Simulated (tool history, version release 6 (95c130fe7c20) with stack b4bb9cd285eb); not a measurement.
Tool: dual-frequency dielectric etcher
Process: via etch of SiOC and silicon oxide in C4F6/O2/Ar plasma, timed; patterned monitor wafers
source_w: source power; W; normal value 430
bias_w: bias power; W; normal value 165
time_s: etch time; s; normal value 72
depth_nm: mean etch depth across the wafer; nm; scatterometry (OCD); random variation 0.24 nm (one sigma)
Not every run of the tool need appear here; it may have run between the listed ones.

run    hour  source_w  bias_w  time_s  wafers since the last listed run  hours since the last wet clean  hours since the last source power generator calibration  hours since the last bias power generator calibration  hours since the last upper electrode change  hours since the gauge calibration  read-back reference wafer on the same gauge, depth_nm  depth_nm
  1       0       430     176      72                                 0                             0.5                                                   1799.1                                                 3732.1                                       4353.1                             3117.5                                                   96.2      83.8
       26.7  -- source power generator calibrated
  2    46.9       390     165    65.5                               411                            47.4                                                     20.2                                                   3779                                         4400                             3164.4                                                   96.2      70.7
  3      86       430     165      72                               375                            86.5                                                     59.3                                                 3818.1                                       4439.1                             3203.5                                                   96.3      81.7
      128.2  -- bias power generator calibrated
  4     190       430     165      56                               960                           190.5                                                    163.3                                                   61.8                                       4543.1                             3307.5                                                   96.3      63.2
      217.2  -- gauge calibrated
  5   240.4       430     165      72                               483                           240.9                                                    213.7                                                  112.2                                       4593.5                               23.2                                                   96.2      81.8
  6   304.2       430     165      72                               612                           304.7                                                    277.5                                                    176                                       4657.3                                 87                                                   96.2      81.7
  7   344.9       430     165      72                               390                           345.4                                                    318.2                                                  216.7                                         4698                              127.7                                                   96.2      81.6
  8   438.7       430     165      72                               900                           439.2                                                      412                                                  310.5                                       4791.8                              221.5                                                   96.2        82
      510.1  -- wet clean of the chamber
  9   510.9       320     165      72                               462                             0.8                                                    484.2                                                  382.7                                         4864                              293.7                                                   96.2      68.8
 10   594.4       480     165      92                               801                            84.3                                                    567.7                                                  466.2                                       4947.5                              377.2                                                   96.2     111.5
 11   684.7       540     143      78                               867                           174.6                                                      658                                                  556.5                                       5037.8                              467.5                                                   96.2      98.3
 12     789       370     191      81                              1001                           278.9                                                    762.3                                                  660.8                                       5142.1                              571.8                                                   96.2      87.1
 13   858.9       430     184      72                               671                           348.8                                                    832.2                                                  730.7                                         5212                              641.7                                                   96.2      83.5
      957.4  -- upper electrode replaced
 14   957.9       430     165      72                               720                           447.8                                                    931.2                                                  829.7                                          0.5                              740.7                                                   96.3      82.5
 15   989.8       430     165      72                               306                           479.7                                                    963.1                                                  861.6                                         32.4                              772.6                                                   96.2      82.3
 16  1045.4       340     198      72                               533                           535.3                                                   1018.7                                                  917.2                                           88                              828.2                                                   96.2      73.7
     1139.4  -- wet clean of the chamber
 17  1147.2       540     192      51                               747                             7.8                                                   1120.5                                                   1019                                        189.8                                930                                                   96.2      67.7
 18  1208.9       430     194    52.5                               592                            69.5                                                   1182.2                                                 1080.7                                        251.5                              991.7                                                   96.2      61.5
 19  1269.4       430     165      72                               580                             130                                                   1242.7                                                 1141.2                                          312                             1052.2                                                   96.1      82.5
 20  1369.8       530     150    64.5                               964                           230.4                                                   1343.1                                                 1241.6                                        412.4                             1152.6                                                   96.2      81.4

Estimate the outcome of run 21 from the log above:
 21  1465.6       430     165      72                               919                           326.2                                                   1438.9                                                 1337.4                                        508.2                             1248.4                                                      ?         ?

Run 21 came out at read-back reference wafer on the same gauge, depth_nm 96.2, depth_nm 82.4 nm.
If the tool had no hidden condition, the same run with the same run-to-run variation would have returned depth_nm 81.2 nm.

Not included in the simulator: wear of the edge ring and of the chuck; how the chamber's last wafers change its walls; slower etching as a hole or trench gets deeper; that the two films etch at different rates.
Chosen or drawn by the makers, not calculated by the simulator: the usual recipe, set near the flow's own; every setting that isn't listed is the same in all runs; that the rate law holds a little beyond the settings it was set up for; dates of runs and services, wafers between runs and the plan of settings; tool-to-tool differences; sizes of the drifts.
